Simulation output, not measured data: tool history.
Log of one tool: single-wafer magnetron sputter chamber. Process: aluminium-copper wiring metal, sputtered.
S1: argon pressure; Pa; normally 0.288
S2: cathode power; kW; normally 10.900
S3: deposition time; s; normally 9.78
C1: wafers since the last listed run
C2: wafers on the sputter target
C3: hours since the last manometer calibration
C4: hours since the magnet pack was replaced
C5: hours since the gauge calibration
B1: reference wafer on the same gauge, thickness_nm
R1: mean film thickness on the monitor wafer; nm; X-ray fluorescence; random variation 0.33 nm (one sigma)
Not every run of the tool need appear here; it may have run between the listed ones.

{"run": 1, "day": 0.0, "S1": 0.229, "S2": 10.9, "S3": 9.78, "C1": 0, "C2": 4038, "C3": 1169.8, "C4": 13481.4, "C5": 97.0, "B1": 258.877, "R1": 218.094}
{"day": 0.288, "done": "sputter target and shields replaced"}
{"run": 2, "day": 0.4, "S1": 0.288, "S2": 10.9, "S3": 9.78, "C1": 95, "C2": 95, "C3": 1179.4, "C4": 13491.0, "C5": 106.6, "B1": 258.989, "R1": 211.626}
{"run": 3, "day": 0.892, "S1": 0.288, "S2": 10.9, "S3": 9.78, "C1": 422, "C2": 517, "C3": 1191.2, "C4": 13502.8, "C5": 118.4, "B1": 259.097, "R1": 211.605}
{"run": 4, "day": 1.579, "S1": 0.288, "S2": 10.9, "S3": 10.51, "C1": 590, "C2": 1108, "C3": 1207.7, "C4": 13519.3, "C5": 134.9, "B1": 258.992, "R1": 226.609}
{"day": 3.588, "done": "magnet pack replaced"}
{"day": 3.908, "done": "capacitance manometer re-zeroed and calibrated"}
{"run": 5, "day": 3.929, "S1": 0.288, "S2": 10.9, "S3": 10.51, "C1": 1458, "C2": 2566, "C3": 0.5, "C4": 8.2, "C5": 191.3, "B1": 259.128, "R1": 230.303}
{"run": 6, "day": 3.942, "S1": 0.288, "S2": 11.65, "S3": 9.78, "C1": 10, "C2": 2577, "C3": 0.8, "C4": 8.5, "C5": 191.6, "B1": 259.002, "R1": 229.075}
{"day": 4.433, "done": "sputter target and shields replaced"}
{"run": 7, "day": 4.483, "S1": 0.288, "S2": 10.9, "S3": 9.78, "C1": 178, "C2": 42, "C3": 13.8, "C4": 21.5, "C5": 204.6, "B1": 258.953, "R1": 216.886}
{"run": 8, "day": 4.833, "S1": 0.288, "S2": 9.05, "S3": 9.78, "C1": 300, "C2": 342, "C3": 22.2, "C4": 29.9, "C5": 213.0, "B1": 259.007, "R1": 179.095}
{"run": 9, "day": 5.246, "S1": 0.288, "S2": 9.05, "S3": 9.78, "C1": 354, "C2": 696, "C3": 32.1, "C4": 39.8, "C5": 222.9, "B1": 259.037, "R1": 179.371}
{"run": 10, "day": 5.592, "S1": 0.288, "S2": 10.9, "S3": 9.78, "C1": 296, "C2": 993, "C3": 40.4, "C4": 48.1, "C5": 231.2, "B1": 258.906, "R1": 215.556}
{"run": 11, "day": 6.788, "S1": 0.288, "S2": 10.9, "S3": 11.3, "C1": 1026, "C2": 2020, "C3": 69.1, "C4": 76.8, "C5": 259.9, "B1": 258.939, "R1": 247.551}
{"day": 7.775, "done": "gauge calibrated"}
{"day": 8.762, "done": "sputter target and shields replaced"}
{"run": 12, "day": 9.012, "S1": 0.239, "S2": 10.9, "S3": 11.57, "C1": 1624, "C2": 214, "C3": 122.5, "C4": 130.2, "C5": 29.7, "B1": 258.972, "R1": 263.41}
{"run": 13, "day": 9.733, "S1": 0.21, "S2": 9.6, "S3": 9.0, "C1": 618, "C2": 833, "C3": 139.8, "C4": 147.5, "C5": 47.0, "B1": 259.036, "R1": 183.966}
{"run": 14, "day": 10.158, "S1": 0.288, "S2": 10.9, "S3": 9.78, "C1": 364, "C2": 1198, "C3": 150.0, "C4": 157.7, "C5": 57.2, "B1": 259.036, "R1": 213.972}
{"run": 15, "day": 10.462, "S1": 0.376, "S2": 13.1, "S3": 10.64, "C1": 261, "C2": 1459, "C3": 157.3, "C4": 165.0, "C5": 64.5, "B1": 259.036, "R1": 261.834}
{"run": 16, "day": 10.871, "S1": 0.288, "S2": 10.9, "S3": 9.78, "C1": 350, "C2": 1810, "C3": 167.1, "C4": 174.8, "C5": 74.3, "B1": 259.122, "R1": 212.654}
{"run": 17, "day": 11.154, "S1": 0.327, "S2": 13.25, "S3": 11.57, "C1": 243, "C2": 2053, "C3": 173.9, "C4": 181.6, "C5": 81.1, "B1": 259.016, "R1": 297.159}
{"run": 18, "day": 11.888, "S1": 0.288, "S2": 12.65, "S3": 9.78, "C1": 629, "C2": 2683, "C3": 191.5, "C4": 199.2, "C5": 98.7, "B1": 258.867, "R1": 246.454}

Below are 4 alternative next runs, each starting from the tool's condition after run 18. Predict each:
{"run": "A", "day": 11.904, "S1": 0.288, "S2": 9.35, "S3": 9.78, "C1": 14, "C2": 2697, "C3": 191.9, "C4": 199.6, "C5": 99.1, "B1": "?", "R1": "?"}
{"run": "B", "day": 11.904, "S1": 0.32, "S2": 13.55, "S3": 11.27, "C1": 14, "C2": 2697, "C3": 191.9, "C4": 199.6, "C5": 99.1, "B1": "?", "R1": "?"}
{"run": "C", "day": 11.904, "S1": 0.288, "S2": 8.95, "S3": 9.78, "C1": 14, "C2": 2697, "C3": 191.9, "C4": 199.6, "C5": 99.1, "B1": "?", "R1": "?"}
{"run": "D", "day": 11.904, "S1": 0.288, "S2": 9.55, "S3": 9.78, "C1": 14, "C2": 2697, "C3": 191.9, "C4": 199.6, "C5": 99.1, "B1": "?", "R1": "?"}

run=A B1=258.906 R1=181.893
run=B B1=258.906 R1=296.700
run=C B1=258.906 R1=174.112
run=D B1=258.906 R1=185.784
Take away the tool's hidden state, keep each run's random variation, and the runs would have read:
run=A R1=187.227
run=B R1=306.016
run=C R1=179.217
run=D R1=191.232
